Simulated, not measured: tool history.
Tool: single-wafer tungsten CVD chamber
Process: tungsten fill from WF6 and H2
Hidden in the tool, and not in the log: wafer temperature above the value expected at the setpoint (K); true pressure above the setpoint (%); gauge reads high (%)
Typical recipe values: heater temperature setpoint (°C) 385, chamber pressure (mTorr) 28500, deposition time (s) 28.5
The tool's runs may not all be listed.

run,hour,heater temperature setpoint (°C),chamber pressure (mTorr),deposition time (s),wafers since the last listed run,hours since the last thermocouple change,hours since the last manometer calibration,hours since the showerhead was replaced,hours since the gauge calibration,"read-back reference wafer on the same gauge, thickness_nm",mean film thickness on the monitor wafer (angstrom)
1,0.0,385,28500,28.5,0,1811.5,2653.3,4086.7,217.7,68.725,546.20
2,23.4,385,28500,28.5,337,1834.9,2676.7,4110.1,241.1,68.630,541.12
3,58.2,385,32800,28.5,502,1869.7,2711.5,4144.9,275.9,68.661,588.81
4,76.5,385,25400,28.5,264,1888.0,2729.8,4163.2,294.2,68.612,504.69
5,99.1,385,25400,28.5,326,1910.6,2752.4,4185.8,316.8,68.734,504.21
# hour 102.2: gauge calibrated
6,134.2,385,28500,28.5,506,1945.7,2787.5,4220.9,32.0,68.694,540.80
7,149.7,385,28500,28.5,223,1961.2,2803.0,4236.4,47.5,68.667,542.18
8,163.3,381,23800,23.7,196,1974.8,2816.6,4250.0,61.1,68.709,375.30
# hour 193.2: thermocouple changed; heater temperature recalibrated
9,212.3,379,34700,28.5,591,19.1,2865.6,4299.0,110.1,68.635,599.15
# hour 229.8: capacitance manometer re-zeroed and calibrated
10,230.9,399,28500,26.1,152,37.7,1.1,4317.6,128.7,68.746,692.71
# hour 248.6: showerhead replaced
11,254.0,399,28500,28.5,217,60.8,24.2,5.4,151.8,68.676,753.87
12,266.8,385,28500,28.5,184,73.6,37.0,18.2,164.6,68.645,594.48
13,283.9,375,28500,24.3,246,90.7,54.1,35.3,181.7,68.731,423.42
14,304.6,395,25200,24.3,298,111.4,74.8,56.0,202.4,68.681,554.55
15,323.4,385,28500,28.5,271,130.2,93.6,74.8,221.2,68.683,587.05

Branching from run 15: 4 alternative next runs. What would each branch give?
A,323.8,385,32900,28.5,5,130.6,94.0,75.2,221.6,?,?
B,323.8,385,34900,28.5,5,130.6,94.0,75.2,221.6,?,?
C,323.8,385,22600,28.5,5,130.6,94.0,75.2,221.6,?,?
D,323.8,385,31300,28.5,5,130.6,94.0,75.2,221.6,?,?

run,"read-back reference wafer on the same gauge, thickness_nm",mean film thickness on the monitor wafer (angstrom)
A,68.693,638.64
B,68.693,659.61
C,68.693,513.78
D,68.693,621.27
Without the tool's hidden state the same runs would have given:
run,mean film thickness on the monitor wafer (angstrom)
A,647.48
B,668.74
C,520.89
D,629.87

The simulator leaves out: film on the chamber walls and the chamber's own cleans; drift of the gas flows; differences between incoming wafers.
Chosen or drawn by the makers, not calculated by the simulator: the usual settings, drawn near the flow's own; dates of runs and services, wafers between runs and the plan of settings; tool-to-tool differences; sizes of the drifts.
